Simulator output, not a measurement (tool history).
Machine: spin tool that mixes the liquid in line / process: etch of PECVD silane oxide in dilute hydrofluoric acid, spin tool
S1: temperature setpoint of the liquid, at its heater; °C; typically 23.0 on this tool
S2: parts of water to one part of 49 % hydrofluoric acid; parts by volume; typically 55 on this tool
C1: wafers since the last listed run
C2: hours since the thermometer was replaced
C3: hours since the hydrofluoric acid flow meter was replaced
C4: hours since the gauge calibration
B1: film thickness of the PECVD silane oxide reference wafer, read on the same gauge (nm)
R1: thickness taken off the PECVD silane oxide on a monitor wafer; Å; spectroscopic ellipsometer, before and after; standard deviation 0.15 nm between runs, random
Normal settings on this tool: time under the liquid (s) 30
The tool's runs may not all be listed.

{"run": 1, "hour": 0.0, "S1": 21.5, "S2": 35, "time under the liquid (s)": 30, "C1": 0, "C2": 594.4, "C3": 534.5, "C4": 1432.8, "B1": 80.01, "R1": 416.9}
{"run": 2, "hour": 34.5, "S1": 23.0, "S2": 55, "time under the liquid (s)": 30, "C1": 505, "C2": 628.9, "C3": 569.0, "C4": 1467.3, "B1": 80.01, "R1": 278.8}
{"run": 3, "hour": 239.3, "S1": 23.0, "S2": 55, "time under the liquid (s)": 30, "C1": 3000, "C2": 833.7, "C3": 773.8, "C4": 1672.1, "B1": 80.02, "R1": 273.5}
{"hour": 257.4, "done": "hydrofluoric acid flow meter replaced"}
{"run": 4, "hour": 301.8, "S1": 23.0, "S2": 55, "time under the liquid (s)": 30, "C1": 900, "C2": 896.2, "C3": 44.4, "C4": 1734.6, "B1": 80.0, "R1": 279.1}
{"run": 5, "hour": 328.8, "S1": 23.0, "S2": 55, "time under the liquid (s)": 30, "C1": 395, "C2": 923.2, "C3": 71.4, "C4": 1761.6, "B1": 79.98, "R1": 281.9}
{"run": 6, "hour": 378.4, "S1": 23.0, "S2": 55, "time under the liquid (s)": 30, "C1": 726, "C2": 972.8, "C3": 121.0, "C4": 1811.2, "B1": 80.02, "R1": 275.7}
{"run": 7, "hour": 421.2, "S1": 23.0, "S2": 55, "time under the liquid (s)": 30, "C1": 627, "C2": 1015.6, "C3": 163.8, "C4": 1854.0, "B1": 80.01, "R1": 281.3}
{"run": 8, "hour": 472.2, "S1": 23.0, "S2": 55, "time under the liquid (s)": 30, "C1": 747, "C2": 1066.6, "C3": 214.8, "C4": 1905.0, "B1": 80.02, "R1": 281.1}
{"run": 9, "hour": 503.2, "S1": 23.0, "S2": 55, "time under the liquid (s)": 30, "C1": 454, "C2": 1097.6, "C3": 245.8, "C4": 1936.0, "B1": 80.01, "R1": 280.7}
{"run": 10, "hour": 574.2, "S1": 23.0, "S2": 75, "time under the liquid (s)": 30, "C1": 1040, "C2": 1168.6, "C3": 316.8, "C4": 2007.0, "B1": 80.03, "R1": 200.9}
{"run": 11, "hour": 621.4, "S1": 21.5, "S2": 55, "time under the liquid (s)": 20, "C1": 691, "C2": 1215.8, "C3": 364.0, "C4": 2054.2, "B1": 80.01, "R1": 174.8}
{"run": 12, "hour": 661.8, "S1": 23.0, "S2": 80, "time under the liquid (s)": 30, "C1": 591, "C2": 1256.2, "C3": 404.4, "C4": 2094.6, "B1": 80.0, "R1": 187.9}
{"run": 13, "hour": 695.0, "S1": 25.0, "S2": 25, "time under the liquid (s)": 15, "C1": 486, "C2": 1289.4, "C3": 437.6, "C4": 2127.8, "B1": 80.01, "R1": 351.2}
{"run": 14, "hour": 752.7, "S1": 23.0, "S2": 55, "time under the liquid (s)": 30, "C1": 845, "C2": 1347.1, "C3": 495.3, "C4": 2185.5, "B1": 80.0, "R1": 283.8}
{"run": 15, "hour": 808.7, "S1": 23.0, "S2": 55, "time under the liquid (s)": 30, "C1": 820, "C2": 1403.1, "C3": 551.3, "C4": 2241.5, "B1": 80.01, "R1": 281.9}
{"run": 16, "hour": 876.7, "S1": 23.0, "S2": 40, "time under the liquid (s)": 15, "C1": 996, "C2": 1471.1, "C3": 619.3, "C4": 2309.5, "B1": 80.02, "R1": 197.5}
{"hour": 887.4, "done": "gauge calibrated"}
{"run": 17, "hour": 942.5, "S1": 23.0, "S2": 40, "time under the liquid (s)": 50, "C1": 963, "C2": 1536.9, "C3": 685.1, "C4": 55.1, "B1": 80.02, "R1": 662.5}
{"hour": 984.7, "done": "thermometer replaced"}
{"run": 18, "hour": 988.1, "S1": 24.5, "S2": 55, "time under the liquid (s)": 30, "C1": 653, "C2": 3.4, "C3": 730.7, "C4": 100.7, "B1": 79.99, "R1": 281.9}
{"run": 19, "hour": 1056.4, "S1": 23.0, "S2": 40, "time under the liquid (s)": 30, "C1": 1000, "C2": 71.7, "C3": 799.0, "C4": 169.0, "B1": 79.98, "R1": 374.1}
{"run": 20, "hour": 1092.8, "S1": 24.5, "S2": 55, "time under the liquid (s)": 30, "C1": 533, "C2": 108.1, "C3": 835.4, "C4": 205.4, "B1": 80.0, "R1": 285.5}
{"hour": 1124.4, "done": "hydrofluoric acid flow meter replaced"}
{"run": 21, "hour": 1137.4, "S1": 23.0, "S2": 70, "time under the liquid (s)": 30, "C1": 638, "C2": 152.7, "C3": 13.0, "C4": 250.0, "B1": 80.01, "R1": 207.3}
{"run": 22, "hour": 1184.1, "S1": 26.0, "S2": 75, "time under the liquid (s)": 40, "C1": 684, "C2": 199.4, "C3": 59.7, "C4": 296.7, "B1": 80.02, "R1": 288.5}
{"run": 23, "hour": 1236.4, "S1": 24.5, "S2": 45, "time under the liquid (s)": 30, "C1": 766, "C2": 251.7, "C3": 112.0, "C4": 349.0, "B1": 79.98, "R1": 359.9}
{"run": 24, "hour": 1280.1, "S1": 23.0, "S2": 55, "time under the liquid (s)": 30, "C1": 640, "C2": 295.4, "C3": 155.7, "C4": 392.7, "B1": 79.99, "R1": 268.5}

For run 25, what comes out?
{"run": 25, "hour": 1321.6, "S1": 23.0, "S2": 55, "time under the liquid (s)": 30, "C1": 607, "C2": 336.9, "C3": 197.2, "C4": 434.2, "B1": "?", "R1": "?"}

{"run 25": {"B1": 79.99, "R1": 269.5}}
Take away the tool's hidden state, keep the run-to-run variation as it was, and the same run would have given R1 265.8 Å.
